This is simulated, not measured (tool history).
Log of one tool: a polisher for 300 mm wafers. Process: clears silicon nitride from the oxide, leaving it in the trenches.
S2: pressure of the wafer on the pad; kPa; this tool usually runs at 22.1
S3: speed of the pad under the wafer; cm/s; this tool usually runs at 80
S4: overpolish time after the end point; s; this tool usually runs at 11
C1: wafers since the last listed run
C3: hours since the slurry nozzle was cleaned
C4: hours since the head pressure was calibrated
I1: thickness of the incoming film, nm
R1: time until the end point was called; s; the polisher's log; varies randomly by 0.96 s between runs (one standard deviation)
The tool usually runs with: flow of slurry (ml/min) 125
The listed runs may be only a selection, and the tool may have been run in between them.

run 1 day=0 | flow_of_slurry_(ml/min)=125 S2=22.1 S3=80 S4=11 | C1=0 wafers_polished_on_this_pad=796 C3=116.3 C4=506.5 | I1=96 | R1=114.1
run 2 day=1.504 | flow_of_slurry_(ml/min)=125 S2=22.1 S3=80 S4=11 | C1=267 wafers_polished_on_this_pad=1063 C3=152.4 C4=542.6 | I1=95.8 | R1=114.6
-- day=2.796 head pressure recalibrated
run 3 day=3.367 | flow_of_slurry_(ml/min)=125 S2=22.1 S3=80 S4=11 | C1=316 wafers_polished_on_this_pad=1380 C3=197.1 C4=13.7 | I1=95.3 | R1=118.7
-- day=5.025 slurry nozzle cleaned
-- day=5.046 worn pad replaced by a new one
run 4 day=5.846 | flow_of_slurry_(ml/min)=125 S2=22.1 S3=80 S4=11 | C1=429 wafers_polished_on_this_pad=142 C3=19.7 C4=73.2 | I1=95.2 | R1=111.8
run 5 day=7.629 | flow_of_slurry_(ml/min)=125 S2=22.1 S3=80 S4=11 | C1=317 wafers_polished_on_this_pad=459 C3=62.5 C4=116 | I1=97.1 | R1=112.1
run 6 day=10.975 | flow_of_slurry_(ml/min)=125 S2=22.1 S3=80 S4=11 | C1=594 wafers_polished_on_this_pad=1054 C3=142.8 C4=196.3 | I1=94.3 | R1=110.7
run 7 day=12.558 | flow_of_slurry_(ml/min)=125 S2=22.1 S3=80 S4=11 | C1=281 wafers_polished_on_this_pad=1335 C3=180.8 C4=234.3 | I1=96.3 | R1=116.6
-- day=14.554 worn pad replaced by a new one
run 8 day=14.696 | flow_of_slurry_(ml/min)=125 S2=22.1 S3=80 S4=11 | C1=350 wafers_polished_on_this_pad=25 C3=232.1 C4=285.6 | I1=94.6 | R1=118.6
-- day=15.962 slurry nozzle cleaned
run 9 day=16.6 | flow_of_slurry_(ml/min)=125 S2=22.1 S3=80 S4=11 | C1=331 wafers_polished_on_this_pad=356 C3=15.3 C4=331.3 | I1=95.5 | R1=110.2

Predict the results of run 10:
run 10 day=20.012 | flow_of_slurry_(ml/min)=125 S2=22.1 S3=80 S4=11 | C1=606 wafers_polished_on_this_pad=963 C3=97.2 C4=413.2 | I1=94.7 | R1=?

Run 10 gave R1 111.6 s.
Take away the tool's hidden state, keep the run-to-run variation as it was, and the same run would have given R1 110.3 s.

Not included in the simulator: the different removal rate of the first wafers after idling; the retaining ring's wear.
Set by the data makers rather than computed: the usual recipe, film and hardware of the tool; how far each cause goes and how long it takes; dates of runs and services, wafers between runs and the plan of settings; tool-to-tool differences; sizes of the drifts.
